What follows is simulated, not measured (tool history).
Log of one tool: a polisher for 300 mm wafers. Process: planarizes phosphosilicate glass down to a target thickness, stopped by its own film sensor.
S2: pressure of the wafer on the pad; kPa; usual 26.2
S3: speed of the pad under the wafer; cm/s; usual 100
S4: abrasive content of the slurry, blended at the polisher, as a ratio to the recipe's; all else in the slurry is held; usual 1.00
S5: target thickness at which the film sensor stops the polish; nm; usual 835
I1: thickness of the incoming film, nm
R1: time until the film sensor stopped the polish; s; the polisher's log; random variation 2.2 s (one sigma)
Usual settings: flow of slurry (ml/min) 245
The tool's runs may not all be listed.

{"run": 1, "hour": 0.0, "flow of slurry (ml/min)": 245, "S2": 26.2, "S3": 100, "S4": 1.0, "S5": 835, "I1": 1951.5, "R1": 124.1}
{"hour": 2.2, "done": "slurry blender recalibrated"}
{"run": 2, "hour": 17.1, "flow of slurry (ml/min)": 245, "S2": 26.2, "S3": 100, "S4": 1.0, "S5": 995, "I1": 1899.6, "R1": 105.1}
{"run": 3, "hour": 29.3, "flow of slurry (ml/min)": 245, "S2": 26.2, "S3": 100, "S4": 1.0, "S5": 995, "I1": 1938.6, "R1": 108.1}
{"hour": 48.4, "done": "conditioning disc replaced and pad reconditioned"}
{"run": 4, "hour": 48.9, "flow of slurry (ml/min)": 245, "S2": 26.2, "S3": 100, "S4": 1.0, "S5": 995, "I1": 1905.8, "R1": 99.3}
{"run": 5, "hour": 59.5, "flow of slurry (ml/min)": 245, "S2": 26.2, "S3": 100, "S4": 1.0, "S5": 835, "I1": 1934.1, "R1": 119.0}
{"run": 6, "hour": 73.8, "flow of slurry (ml/min)": 245, "S2": 26.2, "S3": 100, "S4": 1.0, "S5": 735, "I1": 1930.7, "R1": 128.1}
{"hour": 87.2, "done": "head pressure recalibrated"}
{"hour": 99.3, "done": "worn pad replaced by a new one"}
{"run": 7, "hour": 121.1, "flow of slurry (ml/min)": 245, "S2": 26.2, "S3": 100, "S4": 1.0, "S5": 735, "I1": 1941.1, "R1": 136.7}
{"run": 8, "hour": 130.1, "flow of slurry (ml/min)": 245, "S2": 26.2, "S3": 100, "S4": 1.0, "S5": 735, "I1": 1963.7, "R1": 138.0}
{"run": 9, "hour": 137.8, "flow of slurry (ml/min)": 245, "S2": 26.2, "S3": 100, "S4": 1.0, "S5": 835, "I1": 1958.0, "R1": 128.8}
{"run": 10, "hour": 147.9, "flow of slurry (ml/min)": 245, "S2": 26.2, "S3": 100, "S4": 1.0, "S5": 835, "I1": 1950.0, "R1": 124.7}
{"hour": 165.6, "done": "slurry blender recalibrated"}
{"run": 11, "hour": 166.1, "flow of slurry (ml/min)": 245, "S2": 26.2, "S3": 100, "S4": 1.0, "S5": 722, "I1": 1943.2, "R1": 143.1}
{"hour": 172.9, "done": "slurry nozzle cleaned"}
{"run": 12, "hour": 181.3, "flow of slurry (ml/min)": 245, "S2": 26.2, "S3": 78, "S4": 1.0, "S5": 835, "I1": 1911.4, "R1": 144.3}
{"run": 13, "hour": 192.3, "flow of slurry (ml/min)": 245, "S2": 26.2, "S3": 100, "S4": 1.0, "S5": 835, "I1": 1923.8, "R1": 125.6}
{"run": 14, "hour": 199.2, "flow of slurry (ml/min)": 245, "S2": 26.2, "S3": 100, "S4": 1.0, "S5": 835, "I1": 1908.1, "R1": 121.0}
{"hour": 206.4, "done": "conditioning disc replaced and pad reconditioned"}
{"run": 15, "hour": 209.1, "flow of slurry (ml/min)": 245, "S2": 26.2, "S3": 100, "S4": 1.0, "S5": 835, "I1": 1965.2, "R1": 121.3}
{"run": 16, "hour": 221.0, "flow of slurry (ml/min)": 210, "S2": 23.4, "S3": 100, "S4": 1.0, "S5": 530, "I1": 1928.0, "R1": 171.4}
{"run": 17, "hour": 234.3, "flow of slurry (ml/min)": 245, "S2": 26.2, "S3": 68, "S4": 1.0, "S5": 668, "I1": 1961.1, "R1": 192.7}
{"run": 18, "hour": 246.0, "flow of slurry (ml/min)": 245, "S2": 26.2, "S3": 100, "S4": 1.0, "S5": 835, "I1": 1905.9, "R1": 117.2}
{"run": 19, "hour": 258.8, "flow of slurry (ml/min)": 245, "S2": 31.0, "S3": 100, "S4": 1.0, "S5": 835, "I1": 1925.6, "R1": 110.4}
{"hour": 270.4, "done": "worn pad replaced by a new one"}
{"run": 20, "hour": 271.6, "flow of slurry (ml/min)": 245, "S2": 26.2, "S3": 64, "S4": 1.25, "S5": 835, "I1": 1909.5, "R1": 148.4}
{"run": 21, "hour": 286.7, "flow of slurry (ml/min)": 245, "S2": 23.4, "S3": 100, "S4": 1.0, "S5": 635, "I1": 1954.2, "R1": 167.2}

The tool's hidden state at each run:
removal rate lost through wear of the pad, %: 0 in every run
slurry flow missing at the pad, %: 0 in every run
deviation of the head's pressure from its setpoint, %: 0 in every run
abrasive missing from the slurry, %: 0 in every run
H1: time polished since the conditioner stopped cutting, s
run=1 H1=131
run=2 H1=137
run=3 H1=141
run=4 H1=4.59
run=5 H1=31.7
run=6 H1=59.7
run=7 H1=109
run=8 H1=114
run=9 H1=117
run=10 H1=121
run=11 H1=126
run=12 H1=129
run=13 H1=131
run=14 H1=131
run=15 H1=27.8
run=16 H1=56.4
run=17 H1=80.7
run=18 H1=97
run=19 H1=111
run=20 H1=121
run=21 H1=130

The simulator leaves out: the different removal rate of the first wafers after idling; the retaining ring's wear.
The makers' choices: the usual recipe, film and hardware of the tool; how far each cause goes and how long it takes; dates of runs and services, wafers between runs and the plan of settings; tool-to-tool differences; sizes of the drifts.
